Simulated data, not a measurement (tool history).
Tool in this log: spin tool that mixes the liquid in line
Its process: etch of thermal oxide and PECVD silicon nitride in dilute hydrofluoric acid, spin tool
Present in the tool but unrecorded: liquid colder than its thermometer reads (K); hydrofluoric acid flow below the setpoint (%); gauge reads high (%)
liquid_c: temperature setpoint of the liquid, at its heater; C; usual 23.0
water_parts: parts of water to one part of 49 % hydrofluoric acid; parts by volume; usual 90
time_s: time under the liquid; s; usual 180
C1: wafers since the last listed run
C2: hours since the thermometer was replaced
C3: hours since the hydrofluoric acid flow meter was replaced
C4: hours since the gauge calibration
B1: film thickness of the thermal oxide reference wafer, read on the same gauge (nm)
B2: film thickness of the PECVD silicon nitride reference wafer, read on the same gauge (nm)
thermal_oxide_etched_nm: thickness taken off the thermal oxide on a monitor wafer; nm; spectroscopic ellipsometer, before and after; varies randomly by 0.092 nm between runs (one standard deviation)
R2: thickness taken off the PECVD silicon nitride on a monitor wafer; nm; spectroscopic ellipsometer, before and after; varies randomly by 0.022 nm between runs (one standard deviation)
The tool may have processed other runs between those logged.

Run 1, hour 0.0: usual settings; C1 0; C2 1190.3; C3 1119.6; C4 1148.1; B1 70.00; B2 69.982. Result: thermal_oxide_etched_nm 9.54 nm, R2 2.507 nm.
At hour 19.8: gauge calibrated.
Run 2, hour 24.9: usual settings but liquid_c 24.5 C; C1 204; C2 1215.2; C3 1144.5; C4 5.1; B1 70.03; B2 70.017. Result: thermal_oxide_etched_nm 10.22 nm, R2 2.795 nm.
Run 3, hour 64.9: usual settings but liquid_c 24.5 C; C1 329; C2 1255.2; C3 1184.5; C4 45.1; B1 69.97; B2 69.968. Result: thermal_oxide_etched_nm 9.96 nm, R2 2.742 nm.
Run 4, hour 126.8: usual settings but liquid_c 24.5 C; C1 509; C2 1317.1; C3 1246.4; C4 107.0; B1 69.99; B2 70.019. Result: thermal_oxide_etched_nm 10.19 nm, R2 2.760 nm.
Run 5, hour 170.7: usual settings but water_parts 55 parts by volume; C1 361; C2 1361.0; C3 1290.3; C4 150.9; B1 69.98; B2 70.006. Result: thermal_oxide_etched_nm 16.08 nm, R2 3.970 nm.
Run 6, hour 242.5: usual settings but water_parts 55 parts by volume; C1 590; C2 1432.8; C3 1362.1; C4 222.7; B1 70.02; B2 70.029. Result: thermal_oxide_etched_nm 16.10 nm, R2 3.984 nm.
Run 7, hour 288.6: usual settings but water_parts 55 parts by volume; C1 379; C2 1478.9; C3 1408.2; C4 268.8; B1 70.01; B2 69.972. Result: thermal_oxide_etched_nm 16.07 nm, R2 3.991 nm.
Run 8, hour 317.1: usual settings; C1 234; C2 1507.4; C3 1436.7; C4 297.3; B1 70.01; B2 69.978. Result: thermal_oxide_etched_nm 9.43 nm, R2 2.433 nm.
Run 9, hour 365.3: usual settings; C1 396; C2 1555.6; C3 1484.9; C4 345.5; B1 70.00; B2 69.998. Result: thermal_oxide_etched_nm 9.46 nm, R2 2.406 nm.
Run 10, hour 417.7: usual settings; C1 431; C2 1608.0; C3 1537.3; C4 397.9; B1 70.00; B2 70.006. Result: thermal_oxide_etched_nm 9.38 nm, R2 2.397 nm.
Run 11, hour 472.6: usual settings but water_parts 120 parts by volume, time_s 130 s; C1 451; C2 1662.9; C3 1592.2; C4 452.8; B1 70.01; B2 70.020. Result: thermal_oxide_etched_nm 4.85 nm, R2 1.307 nm.
Run 12, hour 514.4: usual settings; C1 343; C2 1704.7; C3 1634.0; C4 494.6; B1 70.00; B2 69.990. Result: thermal_oxide_etched_nm 9.37 nm, R2 2.432 nm.
Run 13, hour 545.8: usual settings but time_s 255 s; C1 258; C2 1736.1; C3 1665.4; C4 526.0; B1 70.01; B2 70.036. Result: thermal_oxide_etched_nm 13.20 nm, R2 3.372 nm.
Run 14, hour 581.6: usual settings but liquid_c 25.0 C, time_s 130 s; C1 294; C2 1771.9; C3 1701.2; C4 561.8; B1 70.01; B2 69.993. Result: thermal_oxide_etched_nm 7.34 nm, R2 1.970 nm.
Run 15, hour 653.5: usual settings but liquid_c 18.5 C, water_parts 65 parts by volume, time_s 135 s; C1 591; C2 1843.8; C3 1773.1; C4 633.7; B1 70.01; B2 69.982. Result: thermal_oxide_etched_nm 8.21 nm, R2 1.779 nm.
At hour 694.3: thermometer replaced.
At hour 720.0: hydrofluoric acid flow meter replaced.
Run 16, hour 720.5: usual settings but liquid_c 27.5 C, time_s 130 s; C1 534; C2 26.2; C3 0.5; C4 700.7; B1 69.99; B2 69.951. Result: thermal_oxide_etched_nm 8.73 nm, R2 2.692 nm.
Run 17, hour 756.0: usual settings but water_parts 55 parts by volume; C1 292; C2 61.7; C3 36.0; C4 736.2; B1 69.99; B2 69.948. Result: thermal_oxide_etched_nm 17.33 nm, R2 4.381 nm.
Run 18, hour 819.8: usual settings but water_parts 75 parts by volume, time_s 215 s; C1 524; C2 125.5; C3 99.8; C4 800.0; B1 70.01; B2 69.980. Result: thermal_oxide_etched_nm 14.70 nm, R2 3.934 nm.
Run 19, hour 872.0: usual settings but liquid_c 18.5 C, water_parts 50 parts by volume, time_s 225 s; C1 429; C2 177.7; C3 152.0; C4 852.2; B1 70.00; B2 70.032. Result: thermal_oxide_etched_nm 19.60 nm, R2 4.415 nm.
Run 20, hour 900.6: usual settings but liquid_c 27.5 C, water_parts 65 parts by volume, time_s 145 s; C1 235; C2 206.3; C3 180.6; C4 880.8; B1 70.05; B2 70.000. Result: thermal_oxide_etched_nm 13.88 nm, R2 4.054 nm.
Run 21, hour 944.7: usual settings but liquid_c 18.5 C, water_parts 130 parts by volume, time_s 75 s; C1 362; C2 250.4; C3 224.7; C4 924.9; B1 70.01; B2 70.002. Result: thermal_oxide_etched_nm 2.27 nm, R2 0.579 nm.
Run 22, hour 1014.1: usual settings but liquid_c 27.0 C, water_parts 120 parts by volume, time_s 255 s; C1 570; C2 319.8; C3 294.1; C4 994.3; B1 70.01; B2 69.968. Result: thermal_oxide_etched_nm 12.07 nm, R2 3.701 nm.
Run 23, hour 1076.1: usual settings but liquid_c 25.0 C, time_s 135 s; C1 510; C2 381.8; C3 356.1; C4 1056.3; B1 70.00; B2 70.003. Result: thermal_oxide_etched_nm 8.11 nm, R2 2.302 nm.
Run 24, hour 1133.4: usual settings but liquid_c 18.0 C, water_parts 130 parts by volume, time_s 220 s; C1 471; C2 439.1; C3 413.4; C4 1113.6; B1 70.01; B2 69.997. Result: thermal_oxide_etched_nm 6.49 nm, R2 1.638 nm.
At hour 1136.0: gauge calibrated.
Run 25, hour 1166.9: usual settings but time_s 150 s; C1 275; C2 472.6; C3 446.9; C4 30.9; B1 70.00; B2 70.050. Result: thermal_oxide_etched_nm 8.21 nm, R2 2.193 nm.

Alternative continuations, all from the tool just after run 25; predict every row:
Run A, hour 1167.4: usual settings but liquid_c 26.5 C; C1 4; C2 473.1; C3 447.4; C4 31.4; B1 ?; B2 ?. Result: thermal_oxide_etched_nm ?, R2 ?.
Run B, hour 1167.4: usual settings but water_parts 115 parts by volume; C1 4; C2 473.1; C3 447.4; C4 31.4; B1 ?; B2 ?. Result: thermal_oxide_etched_nm ?, R2 ?.
Run C, hour 1167.4: usual settings but liquid_c 26.0 C, water_parts 70 parts by volume, time_s 290 s; C1 4; C2 473.1; C3 447.4; C4 31.4; B1 ?; B2 ?. Result: thermal_oxide_etched_nm ?, R2 ?.
Run D, hour 1167.4: usual settings but liquid_c 28.0 C; C1 4; C2 473.1; C3 447.4; C4 31.4; B1 ?; B2 ?. Result: thermal_oxide_etched_nm ?, R2 ?.
Run E, hour 1167.4: usual settings but liquid_c 21.5 C, water_parts 135 parts by volume; C1 4; C2 473.1; C3 447.4; C4 31.4; B1 ?; B2 ?. Result: thermal_oxide_etched_nm ?, R2 ?.

run     B1      B2  thermal_oxide_etched_nm     R2
  A  70.01  69.992                    11.52  3.333
  B  70.01  69.992                     7.62  2.078
  C  70.01  69.992                    24.03  6.662
  D  70.01  69.992                    12.22  3.674
  E  70.01  69.992                     5.98  1.607
Without the tool's hidden state the same runs would have given:
run  thermal_oxide_etched_nm     R2
  A                    11.90  3.516
  B                     7.87  2.194
  C                    24.83  7.033
  D                    12.61  3.873
  E                     6.17  1.697
